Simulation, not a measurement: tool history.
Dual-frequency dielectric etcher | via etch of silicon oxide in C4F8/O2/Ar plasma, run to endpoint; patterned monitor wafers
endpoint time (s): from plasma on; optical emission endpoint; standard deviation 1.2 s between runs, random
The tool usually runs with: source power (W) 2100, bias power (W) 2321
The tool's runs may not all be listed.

| run | hour | source power (W) | bias power (W) | incoming incoming film thickness, nm | endpoint time (s) |
|---|---|---|---|---|---|
| 1 | 0 | 2100 | 2713 | 1415.8 | 250.8 |
| 2 | 35 | 2100 | 2321 | 1403.3 | 253.7 |
| 3 | 50.3 | 2100 | 2321 | 1401.3 | 252.2 |
| 4 | 84 | 2100 | 2321 | 1413.7 | 255.4 |
| 5 | 119.7 | 2100 | 2321 | 1411.1 | 254.4 |
| 6 | 155 | 2250 | 2741 | 1395.8 | 237 |
| 7 | 171.3 | 2230 | 2718 | 1399.2 | 239.7 |
| 8 | 188.3 | 2230 | 2718 | 1412.8 | 241 |
| 9 | 214.4 | 2100 | 2321 | 1416.9 | 253.9 |
|  | 242.4 | wet clean of the chamber, repeated, since the last time left the tool worse |
| 10 | 242.9 | 2100 | 2321 | 1409.9 | 270.4 |
| 11 | 280 | 2460 | 2321 | 1403.3 | 253.3 |
| 12 | 313.4 | 2100 | 2321 | 1417.7 | 269.9 |
| 13 | 328.1 | 2100 | 2321 | 1407.1 | 264.6 |
| 14 | 358.2 | 2100 | 2713 | 1405.2 | 259.8 |
|  | 365 | source power generator calibrated |
|  | 386.1 | upper electrode replaced |
| 15 | 386.6 | 1750 | 1902 | 1419.9 | 295.4 |
| 16 | 411.1 | 1870 | 2511 | 1409 | 273.5 |
|  | 425.7 | bias power generator calibrated |
| 17 | 428 | 2250 | 2054 | 1403.5 | 263.6 |
| 18 | 462 | 1750 | 1816 | 1414 | 294.3 |
| 19 | 485.1 | 2500 | 2135 | 1420.8 | 253.8 |
| 20 | 497.4 | 2100 | 2321 | 1417.6 | 264.1 |
| 21 | 529.1 | 2350 | 2793 | 1395 | 242.5 |
| 22 | 557.1 | 2100 | 2321 | 1418.8 | 265.4 |
| 23 | 582 | 1800 | 2876 | 1417.4 | 270.2 |
| 24 | 616 | 2310 | 1788 | 1409.5 | 263.2 |
| 25 | 646.9 | 2320 | 1843 | 1412.9 | 261 |
| 26 | 675.9 | 1890 | 2321 | 1400.3 | 268 |
| 27 | 688 | 1630 | 2615 | 1397.3 | 277.1 |
|  | 732.5 | wet clean of the chamber |
| 28 | 733 | 2100 | 2321 | 1405.6 | 267.7 |
| 29 | 733.4 | 1590 | 2856 | 1410 | 289.6 |
| 30 | 740.4 | 2390 | 2656 | 1408.6 | 251 |
| 31 | 801 | 2560 | 2137 | 1404.7 | 250.1 |
| 32 | 820.5 | 2350 | 2117 | 1410.8 | 258 |
| 33 | 834.8 | 2100 | 1827 | 1403.8 | 275.1 |
| 34 | 849.4 | 2100 | 2112 | 1397.7 | 266.6 |
| 35 | 866.5 | 1820 | 1794 | 1412.7 | 293.5 |

Below, each run's measurement less what the same run would have read without the hidden state. Both values contain the same run-to-run variation, but the gauge's scatter may not be the same in both:
Unlogged tool condition in this case: etch rate over this chamber's usual, %; source power that arrives over what is set, %; bias power that arrives over what is set, %.
| run | endpoint time (s) |
|---|---|
| 1 | -13.2 |
| 2 | -14 |
| 3 | -14.1 |
| 4 | -14.9 |
| 5 | -15.5 |
| 6 | -15 |
| 7 | -15.4 |
| 8 | -15.7 |
| 9 | -17 |
| 10 | +0.3 |
| 11 | -0.3 |
| 12 | -0.9 |
| 13 | -1.2 |
| 14 | -1.7 |
| 15 | -2.5 |
| 16 | -2.8 |
| 17 | -3 |
| 18 | -4 |
| 19 | -3.9 |
| 20 | -4.3 |
| 21 | -4.5 |
| 22 | -5.3 |
| 23 | -5.9 |
| 24 | -6.3 |
| 25 | -6.9 |
| 26 | -7.6 |
| 27 | -8.1 |
| 28 | +0.1 |
| 29 | +0.1 |
| 30 | -0.1 |
| 31 | -1 |
| 32 | -1.5 |
| 33 | -1.8 |
| 34 | -2 |
| 35 | -2.6 |
